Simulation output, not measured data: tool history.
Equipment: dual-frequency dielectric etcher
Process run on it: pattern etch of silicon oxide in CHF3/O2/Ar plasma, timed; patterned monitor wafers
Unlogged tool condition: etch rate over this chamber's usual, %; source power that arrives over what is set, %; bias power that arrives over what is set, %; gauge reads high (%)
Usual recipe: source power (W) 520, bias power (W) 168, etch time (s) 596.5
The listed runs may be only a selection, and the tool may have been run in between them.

run	hour	source power (W)	bias power (W)	etch time (s)	wafers since the last listed run	hours since the last wet clean	hours since the last source power generator calibration	hours since the last bias power generator calibration	hours since the last upper electrode change	hours since the gauge calibration	read-back reference wafer on the same gauge, depth_nm	mean etch depth across the wafer (Å)
1	0.0	520	143	596.5	0	414.9	3807.4	3235.5	2757.5	133.5	899.7	10145
2	26.2	520	143	596.5	106	441.1	3833.6	3261.7	2783.7	159.7	900.1	10157
# hour 127.4: wet clean of the chamber
3	241.1	520	143	596.5	778	113.7	4048.5	3476.6	2998.6	374.6	899.8	10141
4	280.6	520	168	596.5	161	153.2	4088.0	3516.1	3038.1	414.1	900.0	10763
5	309.7	520	168	596.5	118	182.3	4117.1	3545.2	3067.2	443.2	899.9	10777
6	360.7	400	168	707.5	207	233.3	4168.1	3596.2	3118.2	494.2	900.4	10703
# hour 379.7: bias power generator calibrated
7	429.8	610	131	675.0	265	302.4	4237.2	50.1	3187.3	563.3	900.7	12265
# hour 487.3: source power generator calibrated
8	491.5	590	202	765.5	235	364.1	4.2	111.8	3249.0	625.0	899.8	15672
9	557.3	630	191	481.5	268	429.9	70.0	177.6	3314.8	690.8	899.7	9986
# hour 590.4: wet clean of the chamber
10	617.9	520	168	596.5	149	27.5	130.6	238.2	3375.4	751.4	899.6	10542
11	684.7	430	180	724.5	272	94.3	197.4	305.0	3442.2	818.2	899.9	11618
12	744.3	600	200	477.5	242	153.9	257.0	364.6	3501.8	877.8	900.1	9823
13	784.1	470	185	596.5	162	193.7	296.8	404.4	3541.6	917.6	900.2	10279
14	821.2	520	168	596.5	151	230.8	333.9	441.5	3578.7	954.7	899.4	10503
# hour 855.3: source power generator calibrated, repeated, since the last time left the tool worse
# hour 861.8: upper electrode replaced
15	868.7	590	168	596.5	150	278.3	13.4	489.0	6.9	1002.2	899.9	11811
16	918.9	630	209	596.5	204	328.5	63.6	539.2	57.1	1052.4	900.6	13261
17	982.8	640	168	484.0	260	392.4	127.5	603.1	121.0	1116.3	899.2	10070
18	1051.8	520	168	596.5	281	461.4	196.5	672.1	190.0	1185.3	900.3	10956

The next listed run, before its measurement:
# hour 1111.2: wet clean of the chamber
19	1111.7	410	152	675.0	146	0.5	256.4	732.0	249.9	1245.2	?	?

Run 19 yielded read-back reference wafer on the same gauge, depth_nm 900.0, mean etch depth across the wafer (Å) 10243.
Minus the tool's unlogged condition, the same run would have read mean etch depth across the wafer (Å) 10241.
